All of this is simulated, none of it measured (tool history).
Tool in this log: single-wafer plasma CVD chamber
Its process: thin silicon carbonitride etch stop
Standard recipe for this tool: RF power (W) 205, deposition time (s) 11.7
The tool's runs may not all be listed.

run    hour  RF power (W)  deposition time (s)  read-back reference wafer on the same gauge, thickness_nm  mean film thickness on the monitor wafer (nm)
  1       0           205                 11.7                                                      5.941                                          7.068
  2    65.1           205                 11.7                                                      5.937                                          7.076
  3   105.1           205                 11.7                                                      5.936                                          7.091
  4   272.4           205                 13.4                                                      5.935                                          8.116
  5   318.4           205                 13.4                                                      5.946                                          8.115
  6     369           205                 13.4                                                      5.941                                          8.094
  7   438.9           205                 11.7                                                      5.942                                          7.155
  8   635.3           205                 11.7                                                      5.936                                          7.065
  9   700.3           205                 11.7                                                      5.937                                          7.014
 10   758.1           205                 10.9                                                      5.938                                          6.582
 11   814.3           175                 11.7                                                      5.934                                          6.502
 12   857.4           175                 11.7                                                      5.941                                          6.532
 13   921.4           175                 11.7                                                      5.946                                          6.572
 14   958.7           205                 11.7                                                      5.937                                          7.115
 15  1020.3           205                 11.7                                                      5.945                                          7.058
 16  1048.7           205                 11.7                                                      5.937                                           7.06
 17  1108.6           180                 11.1                                                      5.945                                          6.259
 18  1166.1           220                 12.6                                                       5.95                                          7.889
 19  1214.7           205                 10.2                                                      5.935                                          6.177
 20  1258.6           195                 11.1                                                      5.945                                          6.529
 21  1296.3           180                   11                                                      5.953                                          6.192
 22  1354.9           205                 11.7                                                      5.929                                          7.095
 23  1421.1           215                 12.4                                                      5.946                                          7.661
 24  1465.1           205                 13.4                                                      5.935                                           8.04
 25  1523.6           205                 11.1                                                      5.935                                          6.686
 26    1568           215                 10.4                                                      5.942                                          6.405
 27  1619.9           240                 11.7                                                      5.939                                          7.582
 28  1657.6           205                 11.7                                                      5.933                                          7.124
 29  1709.7           240                 13.8                                                      5.936                                          8.936
 30  1757.4           245                  9.6                                                      5.946                                          6.203
 31  1820.1           220                 12.9                                                      5.937                                           8.03
 32  1882.3           175                 10.8                                                      5.934                                          6.039
 33  1910.7           165                 11.7                                                      5.937                                          6.394
 34  1961.7           240                 10.4                                                      5.933                                          6.746
 35  2017.6           240                 10.8                                                      5.934                                          6.945

Withheld: 5 entries from between the runs. Position of each, and hidden state at the listed run before versus the listed run after:
Run 7 -> run 8: RF generator calibrated (hour 489.1); gauge calibrated (hour 502)
  no hidden state differs between the two runs
Run 16 -> run 17: thermocouple changed; heater temperature recalibrated (hour 1061)
  no hidden state differs between the two runs
Run 18 -> run 19: showerhead replaced (hour 1194.2)
  no hidden state differs between the two runs
Run 34 -> run 35: gauge calibrated (hour 1998)
  no hidden state differs between the two runs

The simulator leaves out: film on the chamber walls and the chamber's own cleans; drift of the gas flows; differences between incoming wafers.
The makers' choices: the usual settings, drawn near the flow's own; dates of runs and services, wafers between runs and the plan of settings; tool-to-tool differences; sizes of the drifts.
